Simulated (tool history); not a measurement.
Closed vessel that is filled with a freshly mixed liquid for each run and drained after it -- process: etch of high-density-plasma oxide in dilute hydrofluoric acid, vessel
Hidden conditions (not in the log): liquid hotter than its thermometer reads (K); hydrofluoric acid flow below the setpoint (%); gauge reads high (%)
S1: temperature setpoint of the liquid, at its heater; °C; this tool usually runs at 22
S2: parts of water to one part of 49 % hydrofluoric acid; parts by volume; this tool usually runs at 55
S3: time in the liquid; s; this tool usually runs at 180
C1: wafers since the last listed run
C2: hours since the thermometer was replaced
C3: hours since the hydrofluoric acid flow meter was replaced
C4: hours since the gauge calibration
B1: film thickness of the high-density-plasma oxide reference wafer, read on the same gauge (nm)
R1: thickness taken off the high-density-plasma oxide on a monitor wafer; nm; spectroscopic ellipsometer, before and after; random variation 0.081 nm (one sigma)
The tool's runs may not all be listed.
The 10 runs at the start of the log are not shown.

{"run": 11, "hour": 435.6, "S1": 22, "S2": 55, "S3": 180, "C1": 3872, "C2": 1015.4, "C3": 963, "C4": 752, "B1": 60.01, "R1": 26.25}
{"run": 12, "hour": 464.5, "S1": 22, "S2": 55, "S3": 180, "C1": 3391, "C2": 1044.3, "C3": 991.9, "C4": 780.9, "B1": 59.97, "R1": 26.33}
{"run": 13, "hour": 519.9, "S1": 20, "S2": 70, "S3": 180, "C1": 6500, "C2": 1099.7, "C3": 1047.3, "C4": 836.3, "B1": 60.02, "R1": 18.65}
{"hour": 522.7, "done": "thermometer replaced"}
{"run": 14, "hour": 558.9, "S1": 23.5, "S2": 45, "S3": 105, "C1": 4458, "C2": 36.2, "C3": 1086.3, "C4": 875.3, "B1": 59.97, "R1": 19.53}
{"run": 15, "hour": 611.5, "S1": 18.5, "S2": 35, "S3": 180, "C1": 6171, "C2": 88.8, "C3": 1138.9, "C4": 927.9, "B1": 60, "R1": 35.58}
{"run": 16, "hour": 659.7, "S1": 22, "S2": 55, "S3": 180, "C1": 5655, "C2": 137, "C3": 1187.1, "C4": 976.1, "B1": 59.98, "R1": 25.55}
{"hour": 695.2, "done": "hydrofluoric acid flow meter replaced"}
{"run": 17, "hour": 709.9, "S1": 22, "S2": 80, "S3": 180, "C1": 5772, "C2": 187.2, "C3": 14.7, "C4": 1026.3, "B1": 60.02, "R1": 17}
{"run": 18, "hour": 780.8, "S1": 22, "S2": 80, "S3": 95, "C1": 8319, "C2": 258.1, "C3": 85.6, "C4": 1097.2, "B1": 59.97, "R1": 8.97}
{"run": 19, "hour": 848.6, "S1": 20, "S2": 45, "S3": 180, "C1": 7955, "C2": 325.9, "C3": 153.4, "C4": 1165, "B1": 60, "R1": 29.1}
{"run": 20, "hour": 914.9, "S1": 22, "S2": 25, "S3": 180, "C1": 7779, "C2": 392.2, "C3": 219.7, "C4": 1231.3, "B1": 60, "R1": 59.03}
{"run": 21, "hour": 963.1, "S1": 22, "S2": 55, "S3": 180, "C1": 5655, "C2": 440.4, "C3": 267.9, "C4": 1279.5, "B1": 60, "R1": 25.8}
{"run": 22, "hour": 1019.5, "S1": 27, "S2": 30, "S3": 95, "C1": 6617, "C2": 496.8, "C3": 324.3, "C4": 1335.9, "B1": 60.01, "R1": 31.68}
{"run": 23, "hour": 1061.5, "S1": 26, "S2": 75, "S3": 225, "C1": 4928, "C2": 538.8, "C3": 366.3, "C4": 1377.9, "B1": 60.02, "R1": 26.95}
{"run": 24, "hour": 1112.7, "S1": 22, "S2": 70, "S3": 180, "C1": 6007, "C2": 590, "C3": 417.5, "C4": 1429.1, "B1": 59.96, "R1": 19.96}
{"hour": 1125.9, "done": "gauge calibrated"}
{"run": 25, "hour": 1294.4, "S1": 22, "S2": 30, "S3": 70, "C1": 21320, "C2": 771.7, "C3": 599.2, "C4": 168.5, "B1": 59.99, "R1": 19.18}
{"run": 26, "hour": 1362.6, "S1": 22, "S2": 55, "S3": 180, "C1": 8002, "C2": 839.9, "C3": 667.4, "C4": 236.7, "B1": 59.97, "R1": 26.15}
{"run": 27, "hour": 1434.1, "S1": 25.5, "S2": 55, "S3": 180, "C1": 8389, "C2": 911.4, "C3": 738.9, "C4": 308.2, "B1": 60.02, "R1": 30.35}
{"run": 28, "hour": 1478.3, "S1": 22, "S2": 65, "S3": 225, "C1": 5186, "C2": 955.6, "C3": 783.1, "C4": 352.4, "B1": 59.98, "R1": 27.41}
{"hour": 1511.8, "done": "thermometer replaced"}
{"run": 29, "hour": 1528.2, "S1": 19.5, "S2": 30, "S3": 110, "C1": 5737, "C2": 16.4, "C3": 833, "C4": 402.3, "B1": 60, "R1": 26.53}
{"run": 30, "hour": 1570.4, "S1": 25, "S2": 55, "S3": 180, "C1": 4951, "C2": 58.6, "C3": 875.2, "C4": 444.5, "B1": 60.02, "R1": 29.1}
{"run": 31, "hour": 1619.2, "S1": 22, "S2": 55, "S3": 90, "C1": 5726, "C2": 107.4, "C3": 924, "C4": 493.3, "B1": 60.01, "R1": 12.82}

Consider 5 possible next runs. They are alternatives, not a sequence: every one starts from the tool as it was left by run 31. What does each give?
{"run": "A", "hour": 1619.9, "S1": 24, "S2": 55, "S3": 180, "C1": 82, "C2": 108.1, "C3": 924.7, "C4": 494, "B1": "?", "R1": "?"}
{"run": "B", "hour": 1619.9, "S1": 24, "S2": 40, "S3": 105, "C1": 82, "C2": 108.1, "C3": 924.7, "C4": 494, "B1": "?", "R1": "?"}
{"run": "C", "hour": 1619.9, "S1": 26, "S2": 70, "S3": 75, "C1": 82, "C2": 108.1, "C3": 924.7, "C4": 494, "B1": "?", "R1": "?"}
{"run": "D", "hour": 1619.9, "S1": 22, "S2": 70, "S3": 125, "C1": 82, "C2": 108.1, "C3": 924.7, "C4": 494, "B1": "?", "R1": "?"}
{"run": "E", "hour": 1619.9, "S1": 20.5, "S2": 55, "S3": 180, "C1": 82, "C2": 108.1, "C3": 924.7, "C4": 494, "B1": "?", "R1": "?"}

run=A B1=60 R1=27.81
run=B B1=60 R1=22.76
run=C B1=60 R1=9.67
run=D B1=60 R1=13.71
run=E B1=60 R1=24.05
Had the tool no hidden state, the same runs would have come out as:
run=A R1=27.69
run=B R1=22.65
run=C R1=9.63
run=D R1=13.65
run=E R1=23.94
